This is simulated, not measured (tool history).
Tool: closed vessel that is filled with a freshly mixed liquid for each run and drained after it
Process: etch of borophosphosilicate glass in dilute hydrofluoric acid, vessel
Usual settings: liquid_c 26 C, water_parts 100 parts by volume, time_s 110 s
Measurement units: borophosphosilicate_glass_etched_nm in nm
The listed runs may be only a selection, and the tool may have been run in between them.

| run | hour | liquid_c | water_parts | time_s | wafers since the last listed run | hours since the thermometer was replaced | hours since the hydrofluoric acid flow meter was replaced | hours since the gauge calibration | read-back film thickness of the borophosphosilicate glass reference wafer, read on the same gauge (nm) | borophosphosilicate_glass_etched_nm |
|---|---|---|---|---|---|---|---|---|---|---|
| 1 | 0 | 28 | 120 | 110 | 0 | 421.5 | 536.5 | 922.8 | 89.99 | 42.12 |
|  | 7.8 | hydrofluoric acid flow meter replaced |
| 2 | 88.4 | 28 | 120 | 110 | 12553 | 509.9 | 80.6 | 1011.2 | 90.01 | 43.9 |
| 3 | 140 | 28 | 120 | 110 | 7411 | 561.5 | 132.2 | 1062.8 | 90 | 43.7 |
| 4 | 228.4 | 26 | 100 | 135 | 12696 | 649.9 | 220.6 | 1151.2 | 90.01 | 60.4 |
| 5 | 265.3 | 26 | 100 | 135 | 5299 | 686.8 | 257.5 | 1188.1 | 90.01 | 60.8 |
| 6 | 518.9 | 26 | 100 | 125 | 36424 | 940.4 | 511.1 | 1441.7 | 89.98 | 54.98 |
| 7 | 570.4 | 26 | 75 | 110 | 7396 | 991.9 | 562.6 | 1493.2 | 90.02 | 66.1 |
|  | 573.8 | hydrofluoric acid flow meter replaced |
| 8 | 664.3 | 26 | 70 | 110 | 13343 | 1085.8 | 90.5 | 1587.1 | 89.98 | 74.34 |
| 9 | 710.3 | 26 | 70 | 110 | 6606 | 1131.8 | 136.5 | 1633.1 | 89.99 | 73.97 |
|  | 722.3 | gauge calibrated |
| 10 | 774.2 | 26 | 70 | 110 | 9177 | 1195.7 | 200.4 | 51.9 | 90.01 | 73.86 |
| 11 | 850.3 | 28 | 120 | 110 | 10930 | 1271.8 | 276.5 | 128 | 90.01 | 42.98 |
| 12 | 928.7 | 23 | 65 | 45 | 11260 | 1350.2 | 354.9 | 206.4 | 90.01 | 28.58 |
| 13 | 983.3 | 24.5 | 100 | 110 | 7842 | 1404.8 | 409.5 | 261 | 90.01 | 45.82 |
| 14 | 1029.7 | 26 | 100 | 110 | 6664 | 1451.2 | 455.9 | 307.4 | 90.01 | 48.66 |
| 15 | 1075.7 | 24.5 | 100 | 155 | 6606 | 1497.2 | 501.9 | 353.4 | 90.01 | 64 |
|  | 1087.9 | thermometer replaced |
|  | 1165 | hydrofluoric acid flow meter replaced |
| 16 | 1170.1 | 26 | 100 | 110 | 13271 | 82.2 | 5.1 | 447.8 | 90 | 50.94 |
| 17 | 1224.7 | 26 | 65 | 60 | 7842 | 136.8 | 59.7 | 502.4 | 89.99 | 44.29 |
| 18 | 1326.3 | 26 | 100 | 110 | 14592 | 238.4 | 161.3 | 604 | 90.01 | 49.95 |
| 19 | 1421.6 | 23.5 | 135 | 140 | 13687 | 333.7 | 256.6 | 699.3 | 89.99 | 40.57 |
| 20 | 1476 | 26 | 100 | 170 | 7813 | 388.1 | 311 | 753.7 | 90 | 75.46 |
| 21 | 1526.8 | 30 | 60 | 80 | 7296 | 438.9 | 361.8 | 804.5 | 90.01 | 73.75 |

Forecast each of these 3 alternatives for the next run:
| A | 1527.5 | 26 | 100 | 110 | 100 | 439.6 | 362.5 | 805.2 | ? | ? |
| B | 1527.5 | 26 | 120 | 170 | 100 | 439.6 | 362.5 | 805.2 | ? | ? |
| C | 1527.5 | 24.5 | 140 | 110 | 100 | 439.6 | 362.5 | 805.2 | ? | ? |

| run | read-back film thickness of the borophosphosilicate glass reference wafer, read on the same gauge (nm) | borophosphosilicate_glass_etched_nm |
|---|---|---|
| A | 89.99 | 49 |
| B | 89.99 | 61.49 |
| C | 89.99 | 31.42 |
Take away the tool's hidden state, keep each run's random variation, and the runs would have read:
| run | borophosphosilicate_glass_etched_nm |
|---|---|
| A | 50.59 |
| B | 63.52 |
| C | 32.47 |
